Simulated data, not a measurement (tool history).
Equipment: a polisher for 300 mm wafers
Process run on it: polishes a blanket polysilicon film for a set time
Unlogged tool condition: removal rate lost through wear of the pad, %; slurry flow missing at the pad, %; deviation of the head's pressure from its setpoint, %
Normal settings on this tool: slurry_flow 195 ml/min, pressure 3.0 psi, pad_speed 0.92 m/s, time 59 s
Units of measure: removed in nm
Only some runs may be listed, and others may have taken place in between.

run   hour  slurry_flow  pressure  pad_speed  time  wafers since the last listed run  wafers polished on this pad  hours since the slurry nozzle was cleaned  hours since the head pressure was calibrated  incoming thickness of the incoming film, nm  removed
  1    0.0          195       3.0       0.92    59                                 0                          805                                      321.1                                         805.9                                       2294.1    434.3
       4.9  -- slurry nozzle cleaned
  2    9.9          195       3.0       0.92    59                                54                          860                                        5.0                                         815.8                                       2286.6    443.9
      18.4  -- worn pad replaced by a new one
  3   20.9          195       3.0       0.92    59                                42                           15                                       16.0                                         826.8                                       2291.2    446.0
  4   35.8          195       3.0       0.92    59                                90                          106                                       30.9                                         841.7                                       2316.3    441.2
  5   52.4          195       3.6       0.92    45                               101                          207                                       47.5                                         858.3                                       2308.0    387.0
  6   78.4          195       3.0       0.92    59                               158                          366                                       73.5                                         884.3                                       2312.4    435.1
  7   88.7          195       3.0       0.92    59                                62                          429                                       83.8                                         894.6                                       2340.4    445.7
  8   98.9          195       3.0       0.92    59                                62                          491                                       94.0                                         904.8                                       2280.9    429.9
  9  110.2          195       3.0       0.92    59                                68                          560                                      105.3                                         916.1                                       2298.9    430.4
 10  128.0          195       3.0       0.92    59                               108                          669                                      123.1                                         933.9                                       2301.2    437.8
     136.4  -- worn pad replaced by a new one
 11  142.5          195       3.0       0.92    59                                64                           37                                      137.6                                         948.4                                       2335.0    434.4
 12  157.5          195       3.0       0.92    59                                91                          129                                      152.6                                         963.4                                       2339.8    436.6
 13  169.3          195       3.0       0.92    59                                72                          201                                      164.4                                         975.2                                       2304.9    441.0
 14  181.5          195       3.0       0.92    59                                74                          275                                      176.6                                         987.4                                       2293.3    444.9
 15  233.4          195       3.0       0.92    59                               316                          592                                      228.5                                        1039.3                                       2311.6    442.8
 16  245.5          195       3.0       0.92    59                                73                          666                                      240.6                                        1051.4                                       2338.6    442.8
 17  253.1          195       3.0       0.92    69                                46                          712                                      248.2                                        1059.0                                       2301.3    516.8
 18  268.5          195       3.0       1.06    80                                94                          806                                      263.6                                        1074.4                                       2318.9    679.1
     285.5  -- worn pad replaced by a new one
 19  286.1          195       3.0       0.92    59                                83                            3                                      281.2                                        1092.0                                       2298.9    432.9
 20  302.1          195       3.9       0.92    47                                97                          101                                      297.2                                        1108.0                                       2346.7    443.5
 21  315.5          255       3.9       0.80    43                                81                          183                                      310.6                                        1121.4                                       2339.2    361.5
     324.9  -- head pressure recalibrated
 22  328.5          125       2.4       1.24    66                                67                          250                                      323.6                                           3.6                                       2305.0    503.5
 23  342.3          195       3.0       0.92    59                                84                          334                                      337.4                                          17.4                                       2309.4    437.7
 24  348.7          195       3.0       0.92    59                                39                          373                                      343.8                                          23.8                                       2288.6    433.2
     352.2  -- slurry nozzle cleaned
 25  356.1          195       2.6       1.16    59                                39                          412                                        3.9                                          31.2                                       2304.5    494.2
 26  362.7          195       3.0       0.92    59                                40                          453                                       10.5                                          37.8                                       2293.0    442.0
 27  371.7          135       3.0       1.04    67                                54                          508                                       19.5                                          46.8                                       2312.2    527.5
 28  384.1          195       3.0       0.92    59                                75                          583                                       31.9                                          59.2                                       2327.2    438.5
 29  390.7          250       3.5       0.92    46                                40                          624                                       38.5                                          65.8                                       2298.8    405.0
 30  405.0          175       2.3       0.92    65                                87                          711                                       52.8                                          80.1                                       2274.7    384.4
 31  416.3          170       2.4       0.92    59                                68                          780                                       64.1                                          91.4                                       2304.3    353.1
     424.5  -- worn pad replaced by a new one
 32  427.9          195       3.0       1.10    40                                46                           20                                       75.7                                         103.0                                       2257.3    354.6
 33  445.7          170       3.0       0.92    50                               108                          129                                       93.5                                         120.8                                       2342.1    371.8
 34  454.4          225       3.8       1.10    59                                53                          182                                      102.2                                         129.5                                       2283.0    659.5
 35  465.5          195       3.0       0.92    59                                67                          250                                      113.3                                         140.6                                       2284.0    435.3
 36  476.4          195       2.1       0.92    73                                66                          316                                      124.2                                         151.5                                       2283.4    411.7
 37  484.6          240       3.0       0.92    59                                50                          366                                      132.4                                         159.7                                       2306.5    446.9
 38  497.5          225       3.7       0.92    59                                78                          445                                      145.3                                         172.6                                       2306.4    530.6

Below are 3 alternative next runs, each starting from the tool's condition after run 38. Predict each:
  A  497.9          195       3.0       1.16    59                                 2                          448                                      145.7                                         173.0                                       2285.6        ?
  B  497.9          195       3.9       1.08    59                                 2                          448                                      145.7                                         173.0                                       2285.6        ?
  C  497.9          140       2.4       0.74    59                                 2                          448                                      145.7                                         173.0                                       2285.6        ?

run  removed
  A    553.7
  B    646.5
  C    276.3
Without the tool's hidden state the same runs would have given:
run  removed
  A    553.7
  B    646.5
  C    276.3
